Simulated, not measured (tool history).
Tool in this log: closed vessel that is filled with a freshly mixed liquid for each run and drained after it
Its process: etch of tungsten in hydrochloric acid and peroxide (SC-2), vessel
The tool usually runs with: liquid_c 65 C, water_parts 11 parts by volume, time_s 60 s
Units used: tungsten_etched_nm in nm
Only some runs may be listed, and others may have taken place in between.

run   hour  liquid_c  water_parts  time_s  wafers since the last listed run  hours since the thermometer was replaced  hours since the chemicals flow meter was replaced  hours since the drum of peroxide was connected  hours since the gauge calibration  read-back film thickness of the tungsten reference wafer, read on the same gauge (nm)  tungsten_etched_nm
  1      0        65           11      60                                 0                                    1311.4                                             1289.2                                           183.4                                417                                                                                  29.98               38.55
  2   12.2        65           11      60                               946                                    1323.6                                             1301.4                                           195.6                              429.2                                                                                  29.99               38.38
  3   27.7        65          9.5      50                              1202                                    1339.1                                             1316.9                                           211.1                              444.7                                                                                     30               36.33
  4     48        65          9.5      50                              1575                                    1359.4                                             1337.2                                           231.4                                465                                                                                  29.97               36.36
      81.2  -- chemicals flow meter replaced
  5   83.7        65          9.5      50                              2693                                    1395.1                                                2.5                                           267.1                              500.7                                                                                  30.01               36.35
  6    107        65           11      60                              1808                                    1418.4                                               25.8                                           290.4                                524                                                                                  29.98               38.56
  7  136.4        65           11      60                              2281                                    1447.8                                               55.2                                           319.8                              553.4                                                                                  29.99                38.5
  8  156.3      58.5           11      60                              1544                                    1467.7                                               75.1                                           339.7                              573.3                                                                                  29.99               25.52
  9  186.1        65          5.5      45                              2312                                    1497.5                                              104.9                                           369.5                              603.1                                                                                  30.02               50.19
 10  219.2        65           11      60                              2568                                    1530.6                                                138                                           402.6                              636.2                                                                                  29.97               38.18
     225.6  -- thermometer replaced
 11  232.5        71           11      50                               954                                       6.9                                              151.3                                           415.9                              649.5                                                                                  29.99               45.82
 12  267.9        65           11      60                              2747                                      42.3                                              186.7                                           451.3                              684.9                                                                                     30               38.15
     318.9  -- gauge calibrated
 13    321      56.5          8.5      85                              4121                                      95.4                                              239.8                                           504.4                                2.1                                                                                  29.98               39.31
 14  350.2      62.5            6      75                              2266                                     124.6                                                269                                           533.6                               31.3                                                                                  29.99               66.81
 15  371.7        65           11      60                              1668                                     146.1                                              290.5                                           555.1                               52.8                                                                                  29.99               38.28
     382.1  -- new drum of peroxide connected
 16  402.1        72           11      30                              2281                                     176.5                                              320.9                                              20                               83.2                                                                                     30               28.44
 17  435.9        61           11      60                              2623                                     210.3                                              354.7                                            53.8                                117                                                                                     30               29.24
 18  448.6        65            9      60                               985                                       223                                              367.4                                            66.5                              129.7                                                                                  30.02               44.42
 19  462.6        56            7      75                              1086                                       237                                              381.4                                            80.5                              143.7                                                                                     30               38.22
 20  484.2        65           11      60                              1676                                     258.6                                                403                                           102.1                              165.3                                                                                  29.99                37.1
 21  501.8        65           15      60                              1365                                     276.2                                              420.6                                           119.7                              182.9                                                                                  29.98               28.31
 22  513.9      69.5         15.5      30                               939                                     288.3                                              432.7                                           131.8                                195                                                                                  30.01               17.94
 23  549.7        65           11      45                              2778                                     324.1                                              468.5                                           167.6                              230.8                                                                                  29.98               27.52
 24  562.5      55.5           15      85                               993                                     336.9                                              481.3                                           180.4                              243.6                                                                                  30.01               22.11
     590.9  -- new drum of peroxide connected, repeated, since the last time left the tool worse
 25  591.3        65           11      60                              2157                                     365.7                                              510.1                                             0.4                              272.4                                                                                  30.03                39.4
 26  611.2      58.5         16.5      80                              1544                                     385.6                                                530                                            20.3                              292.3                                                                                     30               24.41
 27  630.3      68.5            6      30                              1482                                     404.7                                              549.1                                            39.4                              311.4                                                                                     30               38.82
 28  665.8        65          7.5      85                              2755                                     440.2                                              584.6                                            74.9                              346.9                                                                                  29.99               75.86
 29  695.2        65           11      60                              2281                                     469.6                                                614                                           104.3                              376.3                                                                                     30               39.15
 30  719.8        65           16      95                              1909                                     494.2                                              638.6                                           128.9                              400.9                                                                                  29.98               44.45

For each entry between runs, how does the tool's hidden state at the last listed run before it compare with that at the first listed run after it?
Runs 4 to 5: chemicals flow meter replaced (hour 81.2)
  peroxide weaker than its label (%): 1.19 -> 1.35
  measured result minus the result with no hidden state, tungsten_etched_nm: -0.4 -> -0.45 nm
Runs 10 to 11: thermometer replaced (hour 225.6)
  peroxide weaker than its label (%): 1.96 -> 2.02
  measured result minus the result with no hidden state, tungsten_etched_nm: -0.71 -> -0.87 nm
Runs 12 to 13: gauge calibrated (hour 318.9)
  peroxide weaker than its label (%): 2.18 -> 2.42
  measured result minus the result with no hidden state, tungsten_etched_nm: -0.78 -> -0.88 nm
Runs 15 to 16: new drum of peroxide connected (hour 382.1)
  peroxide weaker than its label (%): 2.65 -> 5.13
  measured result minus the result with no hidden state, tungsten_etched_nm: -0.96 -> -1.42 nm
Runs 24 to 25: new drum of peroxide connected, repeated, since the last time left the tool worse (hour 590.9)
  peroxide weaker than its label (%): 5.86 -> 0.01
  measured result minus the result with no hidden state, tungsten_etched_nm: -1.3 -> +0 nm
